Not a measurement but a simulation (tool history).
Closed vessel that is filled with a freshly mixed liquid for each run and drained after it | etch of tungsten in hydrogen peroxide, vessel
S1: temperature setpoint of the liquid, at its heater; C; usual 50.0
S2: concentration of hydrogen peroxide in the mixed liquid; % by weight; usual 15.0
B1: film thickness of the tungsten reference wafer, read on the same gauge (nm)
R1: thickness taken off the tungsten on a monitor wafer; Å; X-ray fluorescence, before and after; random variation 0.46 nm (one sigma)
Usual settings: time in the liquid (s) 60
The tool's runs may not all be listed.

run 1 hour=0.0 | S1=55.0 S2=15.0 time_in_the_liquid_(s)=60 | B1=60.01 | R1=679.6
run 2 hour=46.3 | S1=50.0 S2=15.0 time_in_the_liquid_(s)=60 | B1=60.00 | R1=509.5
-- hour=64.5 peroxide flow meter replaced
run 3 hour=76.5 | S1=50.0 S2=15.0 time_in_the_liquid_(s)=60 | B1=60.00 | R1=510.9
run 4 hour=194.5 | S1=54.5 S2=15.0 time_in_the_liquid_(s)=60 | B1=60.01 | R1=659.3
run 5 hour=262.6 | S1=50.0 S2=15.0 time_in_the_liquid_(s)=45 | B1=60.02 | R1=387.2
run 6 hour=319.1 | S1=50.0 S2=15.0 time_in_the_liquid_(s)=45 | B1=60.01 | R1=391.3
run 7 hour=390.6 | S1=50.0 S2=15.0 time_in_the_liquid_(s)=60 | B1=59.99 | R1=515.0
run 8 hour=432.9 | S1=50.0 S2=15.0 time_in_the_liquid_(s)=60 | B1=59.99 | R1=527.9
-- hour=435.0 new drum of peroxide connected
run 9 hour=476.5 | S1=50.0 S2=15.0 time_in_the_liquid_(s)=60 | B1=60.02 | R1=526.5
-- hour=519.7 peroxide flow meter replaced
run 10 hour=535.4 | S1=50.0 S2=15.0 time_in_the_liquid_(s)=60 | B1=60.01 | R1=522.6
run 11 hour=603.3 | S1=50.0 S2=17.5 time_in_the_liquid_(s)=80 | B1=60.02 | R1=764.9
-- hour=648.1 thermometer replaced
run 12 hour=650.3 | S1=50.0 S2=17.5 time_in_the_liquid_(s)=80 | B1=60.02 | R1=697.6
run 13 hour=688.3 | S1=50.0 S2=15.0 time_in_the_liquid_(s)=60 | B1=59.99 | R1=479.3
-- hour=721.0 gauge calibrated
run 14 hour=726.8 | S1=53.0 S2=18.5 time_in_the_liquid_(s)=30 | B1=59.97 | R1=321.2
run 15 hour=780.1 | S1=50.0 S2=17.5 time_in_the_liquid_(s)=80 | B1=59.99 | R1=695.3
-- hour=950.2 peroxide flow meter replaced
run 16 hour=988.5 | S1=54.0 S2=19.0 time_in_the_liquid_(s)=80 | B1=59.98 | R1=926.0
run 17 hour=1036.8 | S1=57.0 S2=19.0 time_in_the_liquid_(s)=60 | B1=59.99 | R1=817.3
run 18 hour=1074.3 | S1=42.0 S2=12.0 time_in_the_liquid_(s)=60 | B1=60.02 | R1=268.1
run 19 hour=1135.4 | S1=50.0 S2=12.0 time_in_the_liquid_(s)=35 | B1=59.97 | R1=259.6
run 20 hour=1173.4 | S1=50.0 S2=15.0 time_in_the_liquid_(s)=60 | B1=59.99 | R1=478.7
run 21 hour=1238.1 | S1=59.0 S2=18.0 time_in_the_liquid_(s)=30 | B1=59.99 | R1=456.0
run 22 hour=1305.1 | S1=41.5 S2=15.0 time_in_the_liquid_(s)=85 | B1=60.02 | R1=408.4
-- hour=1355.2 peroxide flow meter replaced
run 23 hour=1364.3 | S1=50.0 S2=15.0 time_in_the_liquid_(s)=60 | B1=60.00 | R1=497.2
run 24 hour=1434.3 | S1=52.5 S2=12.5 time_in_the_liquid_(s)=30 | B1=59.98 | R1=265.6
run 25 hour=1463.4 | S1=58.5 S2=12.5 time_in_the_liquid_(s)=85 | B1=60.01 | R1=1071.8
run 26 hour=1491.9 | S1=50.0 S2=15.0 time_in_the_liquid_(s)=85 | B1=59.98 | R1=708.8
run 27 hour=1518.1 | S1=46.0 S2=17.0 time_in_the_liquid_(s)=40 | B1=59.98 | R1=282.1
run 28 hour=1615.1 | S1=40.0 S2=19.0 time_in_the_liquid_(s)=75 | B1=60.00 | R1=372.1
run 29 hour=1669.4 | S1=41.5 S2=15.0 time_in_the_liquid_(s)=30 | B1=60.00 | R1=149.7
run 30 hour=1700.3 | S1=45.5 S2=16.5 time_in_the_liquid_(s)=70 | B1=60.01 | R1=461.8

Hidden state or all else? Some run-to-run changes of R1, split into what the settings, what came in and random variation would give without the hidden state, and what is left for the hidden state (with any gauge scatter that isn't in both results):
The hidden state here: liquid hotter than its thermometer reads (K); peroxide flow below the setpoint (%); peroxide weaker than its label (%); gauge reads high (%).
Run 10 -> 11: S2 15.0 -> 17.5, time in the liquid (s) 60 -> 80. R1 +242.3 Å: hidden state +30.4, all else +211.9.
Run 11 -> 12: thermometer replaced. R1 -67.3 Å: hidden state -72.3, all else +5.0.
Run 17 -> 18: S1 57.0 -> 42.0, S2 19.0 -> 12.0. R1 -549.2 Å: hidden state -22.8, all else -526.4.
Run 24 -> 25: S1 52.5 -> 58.5, time in the liquid (s) 30 -> 85. R1 +806.2 Å: hidden state +52.1, all else +754.1.
Run 26 -> 27: S1 50.0 -> 46.0, S2 15.0 -> 17.0, time in the liquid (s) 85 -> 40. R1 -426.7 Å: hidden state -29.1, all else -397.6.
